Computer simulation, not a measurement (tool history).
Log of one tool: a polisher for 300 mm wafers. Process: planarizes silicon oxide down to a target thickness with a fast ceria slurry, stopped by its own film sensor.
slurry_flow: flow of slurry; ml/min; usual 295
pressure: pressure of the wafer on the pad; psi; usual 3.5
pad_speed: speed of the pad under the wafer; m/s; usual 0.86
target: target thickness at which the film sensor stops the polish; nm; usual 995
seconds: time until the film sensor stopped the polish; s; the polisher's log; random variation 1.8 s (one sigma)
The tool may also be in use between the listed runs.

run	hour	slurry_flow	pressure	pad_speed	target	incoming thickness of the incoming film, nm	seconds
1	0.0	295	3.5	0.86	995	2418.7	112.4
2	11.8	295	3.5	0.86	995	2365.3	109.3
3	28.9	295	3.5	0.86	995	2384.4	107.9
4	38.9	295	3.5	0.86	995	2439.2	114.9
5	46.8	295	3.5	0.86	995	2363.6	110.1
6	59.1	295	3.5	0.86	995	2377.2	110.4
7	71.2	295	3.5	0.86	995	2373.9	113.2
8	79.3	295	4.2	0.86	742	2379.1	118.5
9	86.4	295	2.8	0.80	995	2392.0	143.7
10	95.5	295	3.5	0.86	995	2373.6	118.4
11	110.6	295	3.5	0.86	995	2388.7	124.7
# hour 112.3: slurry nozzle cleaned
# hour 126.4: worn pad replaced by a new one
12	143.0	295	3.5	0.86	995	2392.6	113.4
13	150.3	295	3.5	0.86	995	2354.3	108.2
14	160.3	295	3.5	0.86	995	2366.7	107.8
15	166.4	295	3.5	1.06	995	2401.1	95.4
16	175.9	295	3.5	0.86	995	2362.7	110.1
17	185.8	295	3.5	0.86	995	2392.6	113.4
18	203.8	295	3.5	0.86	995	2411.8	119.1
19	211.2	365	3.5	0.86	1437	2420.5	81.5
20	222.9	295	3.5	0.86	995	2375.1	117.3
21	239.1	295	3.5	0.86	995	2363.2	118.0
22	245.2	295	3.5	1.06	613	2393.2	134.3
# hour 253.9: worn pad replaced by a new one
23	261.9	250	3.5	0.56	995	2400.7	143.9
24	278.8	295	3.5	0.86	995	2377.7	109.5
25	285.4	295	3.5	1.16	995	2400.4	91.7
# hour 296.3: head pressure recalibrated
26	298.1	295	3.5	0.66	702	2383.6	159.4
27	306.4	195	3.5	0.58	587	2411.9	198.7
28	320.2	295	3.5	0.66	702	2415.9	163.8
# hour 325.9: slurry nozzle cleaned
29	335.3	250	3.5	0.56	995	2362.7	148.2
30	351.1	210	4.2	1.06	1393	2409.1	69.0
# hour 369.3: worn pad replaced by a new one
31	369.8	295	3.5	0.86	995	2410.3	111.1
32	381.9	295	3.5	0.86	995	2358.8	108.6
33	388.9	295	3.5	0.86	995	2406.9	112.1
34	399.7	200	4.6	0.86	995	2394.9	99.4
35	411.5	295	3.5	0.68	1409	2407.7	92.1
36	419.1	295	2.9	1.06	1416	2397.6	76.8

The same runs without the tool's hidden state, with the same run-to-run variation:
The hidden state here: removal rate lost through wear of the pad, %; slurry flow missing at the pad, %; deviation of the head's pressure from its setpoint, %.
run	seconds
1	110.5
2	106.2
3	103.1
4	108.8
5	103.4
6	102.5
7	103.8
8	107.8
9	129.7
10	105.9
11	109.7
12	110.7
13	105.0
14	103.6
15	91.1
16	104.2
17	106.2
18	109.6
19	74.4
20	105.9
21	104.8
22	118.4
23	142.6
24	106.8
25	88.9
26	152.6
27	188.7
28	153.5
29	136.8
30	62.7
31	110.2
32	106.5
33	109.2
34	95.9
35	87.8
36	72.7

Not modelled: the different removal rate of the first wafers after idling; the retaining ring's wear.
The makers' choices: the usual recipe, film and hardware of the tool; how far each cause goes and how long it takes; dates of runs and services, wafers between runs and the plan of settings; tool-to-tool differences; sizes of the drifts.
